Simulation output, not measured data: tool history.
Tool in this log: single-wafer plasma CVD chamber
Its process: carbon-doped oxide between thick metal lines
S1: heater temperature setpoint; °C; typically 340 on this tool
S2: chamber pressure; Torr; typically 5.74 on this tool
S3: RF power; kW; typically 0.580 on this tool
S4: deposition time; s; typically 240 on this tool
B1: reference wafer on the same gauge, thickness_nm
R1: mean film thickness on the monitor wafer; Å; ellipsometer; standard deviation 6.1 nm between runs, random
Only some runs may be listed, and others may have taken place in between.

{"run": 1, "hour": 0.0, "S1": 340, "S2": 5.74, "S3": 0.58, "S4": 240, "B1": 1839.699, "R1": 16657.3}
{"run": 2, "hour": 47.4, "S1": 340, "S2": 5.74, "S3": 0.58, "S4": 240, "B1": 1840.331, "R1": 16814.67}
{"hour": 62.6, "done": "capacitance manometer re-zeroed and calibrated"}
{"run": 3, "hour": 177.1, "S1": 340, "S2": 5.74, "S3": 0.58, "S4": 240, "B1": 1840.522, "R1": 16904.19}
{"run": 4, "hour": 222.2, "S1": 340, "S2": 5.74, "S3": 0.58, "S4": 240, "B1": 1839.047, "R1": 16954.79}
{"hour": 249.3, "done": "thermocouple changed; heater temperature recalibrated"}
{"run": 5, "hour": 253.9, "S1": 340, "S2": 5.74, "S3": 0.655, "S4": 240, "B1": 1840.954, "R1": 17472.98}
{"hour": 287.5, "done": "showerhead replaced"}
{"hour": 295.6, "done": "gauge calibrated"}
{"run": 6, "hour": 317.3, "S1": 340, "S2": 5.74, "S3": 0.655, "S4": 240, "B1": 1840.07, "R1": 17601.57}
{"run": 7, "hour": 371.6, "S1": 340, "S2": 5.74, "S3": 0.58, "S4": 240, "B1": 1840.099, "R1": 16525.89}
{"run": 8, "hour": 402.5, "S1": 340, "S2": 5.74, "S3": 0.58, "S4": 240, "B1": 1840.824, "R1": 16653.57}
{"run": 9, "hour": 467.0, "S1": 352, "S2": 5.74, "S3": 0.58, "S4": 265, "B1": 1840.697, "R1": 17654.87}
{"run": 10, "hour": 510.9, "S1": 336, "S2": 5.74, "S3": 0.58, "S4": 240, "B1": 1839.156, "R1": 16772.53}
{"run": 11, "hour": 568.4, "S1": 340, "S2": 6.76, "S3": 0.52, "S4": 240, "B1": 1840.677, "R1": 16113.57}
{"run": 12, "hour": 601.3, "S1": 340, "S2": 5.03, "S3": 0.62, "S4": 240, "B1": 1840.706, "R1": 16910.14}
{"run": 13, "hour": 651.1, "S1": 351, "S2": 5.74, "S3": 0.62, "S4": 240, "B1": 1841.077, "R1": 16677.2}
{"run": 14, "hour": 682.4, "S1": 340, "S2": 7.04, "S3": 0.58, "S4": 240, "B1": 1839.875, "R1": 17082.8}
{"run": 15, "hour": 733.8, "S1": 353, "S2": 6.91, "S3": 0.66, "S4": 280, "B1": 1839.775, "R1": 20356.87}
{"run": 16, "hour": 805.6, "S1": 340, "S2": 6.57, "S3": 0.665, "S4": 264, "B1": 1839.133, "R1": 20005.01}
{"run": 17, "hour": 843.3, "S1": 340, "S2": 5.74, "S3": 0.58, "S4": 240, "B1": 1841.0, "R1": 16737.33}

The next listed run, before its measurement:
{"run": 18, "hour": 893.4, "S1": 340, "S2": 5.74, "S3": 0.58, "S4": 224, "B1": "?", "R1": "?"}

Run 18 measured B1 1840.106, R1 15550.48 Å.
If the tool had no hidden condition, the same run with the same run-to-run variation would have returned R1 15424.55 Å.
